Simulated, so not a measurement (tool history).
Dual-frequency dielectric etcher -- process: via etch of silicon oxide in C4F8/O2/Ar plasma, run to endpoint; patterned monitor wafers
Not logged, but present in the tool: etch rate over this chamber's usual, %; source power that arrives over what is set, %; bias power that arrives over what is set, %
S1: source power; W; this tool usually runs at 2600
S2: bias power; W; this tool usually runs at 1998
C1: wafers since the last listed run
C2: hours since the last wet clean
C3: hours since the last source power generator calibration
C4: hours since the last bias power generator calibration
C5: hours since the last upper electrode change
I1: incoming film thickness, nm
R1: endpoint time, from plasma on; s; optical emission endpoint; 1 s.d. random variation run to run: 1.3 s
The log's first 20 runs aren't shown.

run,hour,S1,S2,C1,C2,C3,C4,C5,I1,R1
# hour 1067.7: bias power generator calibrated
# hour 1123.0: upper electrode replaced
21,1123.5,2990,1680,245,196.9,489.6,55.8,0.5,1316.0,232.6
22,1184.0,2600,1998,356,257.4,550.1,116.3,61.0,1326.0,234.6
23,1238.6,2070,1601,321,312.0,604.7,170.9,115.6,1344.7,265.7
24,1305.1,2600,1998,392,378.5,671.2,237.4,182.1,1339.2,233.3
25,1335.8,2120,2441,181,409.2,701.9,268.1,212.8,1317.8,230.5
# hour 1401.7: wet clean of the chamber
26,1402.2,2360,1608,250,0.5,768.3,334.5,279.2,1323.9,257.1
27,1444.7,2600,1998,250,43.0,810.8,377.0,321.7,1331.5,237.0
28,1494.1,2410,1843,291,92.4,860.2,426.4,371.1,1339.3,247.8
29,1531.9,2600,1998,222,130.2,898.0,464.2,408.9,1336.5,236.8
30,1593.5,3090,1754,363,191.8,959.6,525.8,470.5,1344.3,231.9
31,1619.6,2060,1632,153,217.9,985.7,551.9,496.6,1330.3,265.5
32,1653.9,3180,1998,202,252.2,1020.0,586.2,530.9,1343.4,220.5
33,1696.0,2990,1998,248,294.3,1062.1,628.3,573.0,1335.5,223.2
34,1738.3,2170,2185,249,336.6,1104.4,670.6,615.3,1343.5,239.1
35,1777.6,2600,1998,231,375.9,1143.7,709.9,654.6,1324.4,229.5
# hour 1851.2: wet clean of the chamber
36,1851.7,2600,1998,295,0.5,1217.8,784.0,728.7,1323.4,235.2

Here are 3 independent what-if runs from the current tool condition. What would each one return?
A,1852.2,2600,1507,2,1.0,1218.3,784.5,729.2,1352.5,?
B,1852.2,2070,2400,2,1.0,1218.3,784.5,729.2,1352.5,?
C,1852.2,2050,1532,2,1.0,1218.3,784.5,729.2,1352.5,?

run,R1
A,257.7
B,242.9
C,275.1
Without the tool's hidden state the same runs would have given:
run,R1
A,257.4
B,242.5
C,274.7
